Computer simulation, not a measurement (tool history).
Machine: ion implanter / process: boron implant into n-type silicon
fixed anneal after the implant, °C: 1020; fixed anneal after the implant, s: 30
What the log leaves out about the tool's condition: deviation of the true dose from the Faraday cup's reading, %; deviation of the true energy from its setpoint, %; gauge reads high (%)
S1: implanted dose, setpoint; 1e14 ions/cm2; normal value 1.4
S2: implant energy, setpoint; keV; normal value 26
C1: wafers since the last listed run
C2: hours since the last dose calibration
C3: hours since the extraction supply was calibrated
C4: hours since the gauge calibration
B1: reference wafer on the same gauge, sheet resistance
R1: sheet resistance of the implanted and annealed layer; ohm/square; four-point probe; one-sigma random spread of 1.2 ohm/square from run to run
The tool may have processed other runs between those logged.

run 1 day=0 | S1=1.4 S2=29.5 | C1=0 C2=1437 C3=3549 C4=378.5 | B1=567.33 | R1=559.22
-- day=0.179 gauge calibrated
run 2 day=0.983 | S1=1.4 S2=29.5 | C1=429 C2=1460.6 C3=3572.6 C4=19.3 | B1=567.8 | R1=559.27
run 3 day=2.15 | S1=1.71 S2=26 | C1=509 C2=1488.6 C3=3600.6 C4=47.3 | B1=568.23 | R1=488.35
run 4 day=3.317 | S1=1.71 S2=26 | C1=509 C2=1516.6 C3=3628.6 C4=75.3 | B1=568.32 | R1=487.04
run 5 day=4.483 | S1=1.71 S2=26 | C1=509 C2=1544.6 C3=3656.6 C4=103.3 | B1=567.77 | R1=488.23
run 6 day=5.883 | S1=1.4 S2=26 | C1=611 C2=1578.2 C3=3690.2 C4=136.9 | B1=568.42 | R1=569.87
run 7 day=7.192 | S1=1.4 S2=31 | C1=571 C2=1609.6 C3=3721.6 C4=168.3 | B1=567.73 | R1=555.22
run 8 day=8.062 | S1=1.4 S2=31 | C1=380 C2=1630.5 C3=3742.5 C4=189.2 | B1=568.21 | R1=557.17
run 9 day=9.404 | S1=1.4 S2=31 | C1=586 C2=1662.7 C3=3774.7 C4=221.4 | B1=568.11 | R1=555.37
-- day=10.158 extraction supply calibrated
run 10 day=10.179 | S1=1.4 S2=26 | C1=192 C2=1681.3 C3=0.5 C4=240 | B1=568.48 | R1=570.12
run 11 day=11.35 | S1=1.1 S2=17 | C1=511 C2=1709.4 C3=28.6 C4=268.1 | B1=568.13 | R1=734.45
run 12 day=11.9 | S1=1.4 S2=20 | C1=240 C2=1722.6 C3=41.8 C4=281.3 | B1=567.94 | R1=593.63
-- day=12.817 Faraday cup replaced and dose calibrated
run 13 day=12.942 | S1=1.09 S2=21.5 | C1=309 C2=3 C3=66.8 C4=306.3 | B1=568.03 | R1=699.42
-- day=13.654 gauge calibrated
run 14 day=14.038 | S1=1.51 S2=34 | C1=478 C2=29.3 C3=93.1 C4=9.2 | B1=568.49 | R1=503.7
run 15 day=14.654 | S1=1.4 S2=18 | C1=269 C2=44.1 C3=107.9 C4=24 | B1=567.71 | R1=588.9
run 16 day=15.325 | S1=1.62 S2=26 | C1=293 C2=60.2 C3=124 C4=40.1 | B1=568.12 | R1=500.33
run 17 day=15.946 | S1=1.4 S2=28.5 | C1=271 C2=75.1 C3=138.9 C4=55 | B1=567.53 | R1=548.94
-- day=16.754 Faraday cup replaced and dose calibrated, repeated, since the last time left the tool worse
run 18 day=17.008 | S1=1.4 S2=26 | C1=318 C2=6.1 C3=164.4 C4=80.5 | B1=567.87 | R1=585.73
run 19 day=18.367 | S1=1.4 S2=26 | C1=593 C2=38.7 C3=197 C4=113.1 | B1=568.07 | R1=582.3
run 20 day=19.521 | S1=1.1 S2=17 | C1=504 C2=66.4 C3=224.7 C4=140.8 | B1=567.33 | R1=753.39

Each row is a separate what-if for the run after 20, all from the same tool condition, not one after another. Results?
run A day=19.538 | S1=1.4 S2=26 | C1=7 C2=66.8 C3=225.1 C4=141.2 | B1=? | R1=?
run B day=19.538 | S1=1.74 S2=26 | C1=7 C2=66.8 C3=225.1 C4=141.2 | B1=? | R1=?
run C day=19.538 | S1=1.76 S2=18.5 | C1=7 C2=66.8 C3=225.1 C4=141.2 | B1=? | R1=?
run D day=19.538 | S1=1.52 S2=33 | C1=7 C2=66.8 C3=225.1 C4=141.2 | B1=? | R1=?

run=A B1=567.8 R1=582.94
run=B B1=567.8 R1=492.31
run=C B1=567.8 R1=510.59
run=D B1=567.8 R1=527.41
Stripped of hidden state, with their random variation kept, the same runs would have yielded:
run=A R1=584.32
run=B R1=493.5
run=C R1=511.86
run=D R1=528.63
